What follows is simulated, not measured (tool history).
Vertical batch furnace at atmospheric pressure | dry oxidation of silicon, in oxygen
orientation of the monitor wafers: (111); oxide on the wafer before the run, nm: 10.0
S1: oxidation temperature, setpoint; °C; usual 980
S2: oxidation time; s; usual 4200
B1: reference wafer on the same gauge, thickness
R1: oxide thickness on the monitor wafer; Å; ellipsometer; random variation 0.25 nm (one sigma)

{"run": 1, "hour": 0.0, "S1": 973, "S2": 2610, "B1": 63.23, "R1": 469.3}
{"run": 2, "hour": 56.2, "S1": 980, "S2": 4200, "B1": 63.19, "R1": 671}
{"run": 3, "hour": 163.8, "S1": 980, "S2": 4200, "B1": 63.21, "R1": 661.5}
{"run": 4, "hour": 231.2, "S1": 980, "S2": 4200, "B1": 63.22, "R1": 667.3}
{"run": 5, "hour": 282.5, "S1": 980, "S2": 4200, "B1": 63.18, "R1": 667.1}
{"run": 6, "hour": 375.8, "S1": 980, "S2": 4200, "B1": 63.22, "R1": 668}
{"run": 7, "hour": 483.7, "S1": 980, "S2": 4200, "B1": 63.2, "R1": 674.6}
{"run": 8, "hour": 539.9, "S1": 980, "S2": 4200, "B1": 63.24, "R1": 668.7}
{"run": 9, "hour": 645.7, "S1": 980, "S2": 4650, "B1": 63.2, "R1": 711.9}
{"run": 10, "hour": 740.2, "S1": 969, "S2": 4200, "B1": 63.19, "R1": 621.9}
{"run": 11, "hour": 829.2, "S1": 969, "S2": 4200, "B1": 63.17, "R1": 614.5}
{"run": 12, "hour": 936.1, "S1": 969, "S2": 4200, "B1": 63.26, "R1": 619}
{"run": 13, "hour": 1144.0, "S1": 980, "S2": 4200, "B1": 63.17, "R1": 668.4}
{"run": 14, "hour": 1223.6, "S1": 980, "S2": 4200, "B1": 63.19, "R1": 676.7}
{"run": 15, "hour": 1433.8, "S1": 962, "S2": 4200, "B1": 63.22, "R1": 592.2}
{"run": 16, "hour": 1525.0, "S1": 955, "S2": 5490, "B1": 63.18, "R1": 668.3}
{"run": 17, "hour": 1610.4, "S1": 980, "S2": 4200, "B1": 63.17, "R1": 678.6}
{"run": 18, "hour": 1678.0, "S1": 980, "S2": 4200, "B1": 63.19, "R1": 677.9}
{"run": 19, "hour": 1780.8, "S1": 1003, "S2": 5910, "B1": 63.19, "R1": 992.3}
{"run": 20, "hour": 1860.1, "S1": 964, "S2": 2520, "B1": 63.17, "R1": 440.6}
{"run": 21, "hour": 1942.2, "S1": 958, "S2": 5940, "B1": 63.2, "R1": 723.5}
{"run": 22, "hour": 2010.2, "S1": 980, "S2": 4200, "B1": 63.2, "R1": 681.3}
{"run": 23, "hour": 2110.4, "S1": 971, "S2": 4200, "B1": 63.23, "R1": 642.5}
{"run": 24, "hour": 2182.2, "S1": 980, "S2": 4200, "B1": 63.19, "R1": 690.8}
{"run": 25, "hour": 2271.6, "S1": 980, "S2": 2730, "B1": 63.2, "R1": 525.5}
{"run": 26, "hour": 2309.5, "S1": 1002, "S2": 4830, "B1": 63.24, "R1": 876.6}
{"run": 27, "hour": 2397.9, "S1": 1003, "S2": 5910, "B1": 63.24, "R1": 1002.5}
{"run": 28, "hour": 2465.7, "S1": 980, "S2": 5160, "B1": 63.14, "R1": 759.2}
{"run": 29, "hour": 2512.5, "S1": 969, "S2": 3510, "B1": 63.25, "R1": 551.4}
{"run": 30, "hour": 2568.3, "S1": 980, "S2": 5400, "B1": 63.2, "R1": 779.2}
{"run": 31, "hour": 2661.3, "S1": 980, "S2": 2940, "B1": 63.21, "R1": 537.1}
{"run": 32, "hour": 2720.6, "S1": 996, "S2": 6030, "B1": 63.19, "R1": 941.8}
{"run": 33, "hour": 2762.9, "S1": 1004, "S2": 5370, "B1": 63.22, "R1": 920.1}
{"run": 34, "hour": 2813.8, "S1": 980, "S2": 2160, "B1": 63.21, "R1": 440.8}
{"run": 35, "hour": 2899.2, "S1": 957, "S2": 3120, "B1": 63.23, "R1": 472.8}
{"run": 36, "hour": 2953.5, "S1": 957, "S2": 2250, "B1": 63.23, "R1": 385.7}
{"run": 37, "hour": 3033.4, "S1": 1004, "S2": 5790, "B1": 63.22, "R1": 967.9}
{"run": 38, "hour": 3101.0, "S1": 1002, "S2": 4200, "B1": 63.23, "R1": 777}
{"run": 39, "hour": 3258.3, "S1": 980, "S2": 6210, "B1": 63.2, "R1": 865.7}

Not shown: 4 entries that the log had between the listed runs. Between which runs, and how does the tool's hidden state differ before and after?
Between runs 11 and 12: gauge calibrated (hour 852.7)
  true tube temperature minus thermocouple reading, K: 1.05 -> 1.2
  measured less the result without the state, R1: +4.7 -> +5.3 Å
Between runs 14 and 15: boat lift adjusted (hour 1397.8)
  true tube temperature minus thermocouple reading, K: 1.69 -> 2.11
  measured less the result without the state, R1: +8 -> +9.2 Å
Between runs 27 and 28: thermocouples replaced and temperature profile calibrated (hour 2465.2)
  true tube temperature minus thermocouple reading, K: 4.66 -> 0.486
  measured less the result without the state, R1: +32.2 -> +2.6 Å
Between runs 33 and 34: boat lift adjusted (hour 2806.7)
  true tube temperature minus thermocouple reading, K: 0.537 -> 0.556
  measured less the result without the state, R1: +3.5 -> +1.6 Å
